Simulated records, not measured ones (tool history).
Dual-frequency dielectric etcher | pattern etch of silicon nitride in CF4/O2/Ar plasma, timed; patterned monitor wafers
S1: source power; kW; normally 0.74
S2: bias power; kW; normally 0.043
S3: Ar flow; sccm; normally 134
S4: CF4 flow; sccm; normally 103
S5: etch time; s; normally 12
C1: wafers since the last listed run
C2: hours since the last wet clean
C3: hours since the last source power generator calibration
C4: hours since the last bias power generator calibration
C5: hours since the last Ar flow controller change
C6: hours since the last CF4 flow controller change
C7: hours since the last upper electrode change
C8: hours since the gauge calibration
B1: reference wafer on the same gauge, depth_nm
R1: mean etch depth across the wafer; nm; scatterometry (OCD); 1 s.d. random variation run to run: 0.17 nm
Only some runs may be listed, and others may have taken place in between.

run,hour,S1,S2,S3,S4,S5,C1,C2,C3,C4,C5,C6,C7,C8,B1,R1
1,0,0.74,0.043,108,103,13.5,0,163.6,424.5,363.6,4015.3,143.5,3232.5,460.4,33.21,33.07
2,104.4,0.74,0.043,166,103,10,1350,268,528.9,468,4119.7,247.9,3336.9,564.8,33.23,22.27
# hour 164.4: upper electrode replaced
3,164.9,0.74,0.043,134,103,12,472,328.5,589.4,528.5,4180.2,308.4,0.5,625.3,33.19,27.91
4,245.7,0.74,0.043,134,125,12,1045,409.3,670.2,609.3,4261,389.2,81.3,706.1,33.19,28.63
5,330.2,0.74,0.043,134,120,12,1092,493.8,754.7,693.8,4345.5,473.7,165.8,790.6,33.23,27.91
6,370.7,0.62,0.043,134,85,12,523,534.3,795.2,734.3,4386,514.2,206.3,831.1,33.23,23.17
7,433.2,0.74,0.043,134,113,12,808,596.8,857.7,796.8,4448.5,576.7,268.8,893.6,33.22,27.68
8,478.8,0.74,0.051,134,103,12,589,642.4,903.3,842.4,4494.1,622.3,314.4,939.2,33.18,29.57
# hour 547.9: wet clean of the chamber
9,565,0.68,0.043,134,103,12,804,17.1,989.5,928.6,4580.3,708.5,400.6,1025.4,33.21,26.67
10,656.9,0.74,0.051,145,103,12,1188,109,1081.4,1020.5,4672.2,800.4,492.5,1117.3,33.19,30.37
# hour 685.3: Ar flow controller replaced
11,764,0.74,0.049,134,103,12,1307,216.1,1188.5,1127.6,78.7,907.5,599.6,1224.4,33.18,29.56

Run 12 comes next. What will it give?
12,815.1,0.62,0.043,134,103,9.5,660,267.2,1239.6,1178.7,129.8,958.6,650.7,1275.5,?,?

{"run 12": {"B1": 33.17, "R1": 19.28}}
Were there no unlogged condition in the tool, this run, its random variation unchanged, would have produced R1 19.4 nm.
